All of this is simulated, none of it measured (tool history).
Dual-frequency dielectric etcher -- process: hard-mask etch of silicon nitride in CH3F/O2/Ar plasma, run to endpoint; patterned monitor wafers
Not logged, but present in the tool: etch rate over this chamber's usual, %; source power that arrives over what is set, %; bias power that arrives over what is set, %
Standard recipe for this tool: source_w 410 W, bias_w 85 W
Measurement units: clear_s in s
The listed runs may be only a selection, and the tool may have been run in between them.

run	day	source_w	bias_w	wafers since the last listed run	hours since the last wet clean	hours since the last source power generator calibration	hours since the last bias power generator calibration	hours since the last upper electrode change	incoming incoming film thickness, nm	clear_s
1	0.000	410	85	0	91.2	1487.3	223.8	3127.9	37.52	46.4
2	2.871	410	85	744	160.1	1556.2	292.7	3196.8	37.56	46.4
3	5.346	410	85	641	219.5	1615.6	352.1	3256.2	37.63	46.4
4	9.792	410	97	1152	326.2	1722.3	458.8	3362.9	37.35	44.2
5	12.138	410	85	608	382.5	1778.6	515.1	3419.2	37.38	46.2
6	14.421	410	85	591	437.3	1833.4	569.9	3474.0	37.50	46.4
7	17.712	440	85	853	516.3	1912.4	648.9	3553.0	37.40	44.6
8	19.946	440	85	579	569.9	1966.0	702.5	3606.6	37.95	45.8
# day 23.138: wet clean of the chamber
9	23.158	410	85	573	0.5	2043.1	779.6	3683.7	37.30	45.8
10	26.912	410	85	973	90.6	2133.2	869.7	3773.8	37.27	45.8
11	31.338	410	85	1147	196.8	2239.4	975.9	3880.0	37.22	46.2
12	34.138	410	85	725	264.0	2306.6	1043.1	3947.2	37.49	46.3
13	38.050	410	85	1014	357.9	2400.5	1137.0	4041.1	37.40	46.0
14	41.492	410	85	892	440.5	2483.1	1219.6	4123.7	37.31	45.8
15	43.779	410	85	593	495.4	2538.0	1274.5	4178.6	37.82	46.4
16	45.962	330	104	566	547.8	2590.4	1326.9	4231.0	37.27	47.3
# day 47.317: upper electrode replaced
17	48.338	450	85	356	604.8	2647.4	1383.9	24.5	37.21	43.8
# day 49.212: source power generator calibrated
# day 51.146: wet clean of the chamber
18	51.208	500	85	441	1.5	47.9	1452.8	93.4	37.62	42.0
19	54.254	490	101	789	74.6	121.0	1525.9	166.5	36.99	39.4
20	56.362	480	85	546	125.2	171.6	1576.5	217.1	37.68	43.0
21	59.608	410	95	841	203.1	249.5	1654.4	295.0	37.54	44.1
22	62.629	480	85	783	275.6	322.0	1726.9	367.5	37.18	42.2
23	66.796	350	85	1080	375.6	422.0	1826.9	467.5	37.08	48.7
24	71.267	320	77	1159	482.9	529.3	1934.2	574.8	37.98	53.5
# day 74.383: bias power generator calibrated
# day 74.771: wet clean of the chamber
25	74.938	410	85	808	4.0	617.4	13.3	662.9	36.92	45.2
26	77.546	470	105	676	66.6	680.0	75.9	725.5	37.37	40.4
27	79.733	370	103	567	119.1	732.5	128.4	778.0	37.56	45.5
28	82.692	410	85	766	190.1	803.5	199.4	849.0	37.24	46.0
29	85.325	450	72	682	253.3	866.7	262.6	912.2	37.60	46.7
30	89.125	410	92	985	344.5	957.9	353.8	1003.4	37.76	45.2
31	91.721	410	85	672	406.8	1020.2	416.1	1065.7	37.94	46.7
32	95.071	410	85	868	487.2	1100.6	496.5	1146.1	37.44	46.0
33	99.317	450	72	1100	589.1	1202.5	598.4	1248.0	37.15	46.3
# day 104.058: wet clean of the chamber
34	104.079	380	104	975	0.5	1316.8	712.7	1362.3	37.23	44.4

Alternative continuations, all from the tool just after run 34; predict every row:
A	104.096	340	85	4	0.9	1317.2	713.1	1362.7	36.98	?
B	104.096	360	94	4	0.9	1317.2	713.1	1362.7	36.98	?
C	104.096	330	101	4	0.9	1317.2	713.1	1362.7	36.98	?
D	104.096	490	95	4	0.9	1317.2	713.1	1362.7	36.98	?
E	104.096	410	75	4	0.9	1317.2	713.1	1362.7	36.98	?

run	clear_s
A	49.5
B	46.6
C	47.4
D	40.5
E	47.3
With the hidden condition removed and each run's random variation left untouched, the same runs would have given:
run	clear_s
A	49.7
B	46.8
C	47.5
D	40.7
E	47.4

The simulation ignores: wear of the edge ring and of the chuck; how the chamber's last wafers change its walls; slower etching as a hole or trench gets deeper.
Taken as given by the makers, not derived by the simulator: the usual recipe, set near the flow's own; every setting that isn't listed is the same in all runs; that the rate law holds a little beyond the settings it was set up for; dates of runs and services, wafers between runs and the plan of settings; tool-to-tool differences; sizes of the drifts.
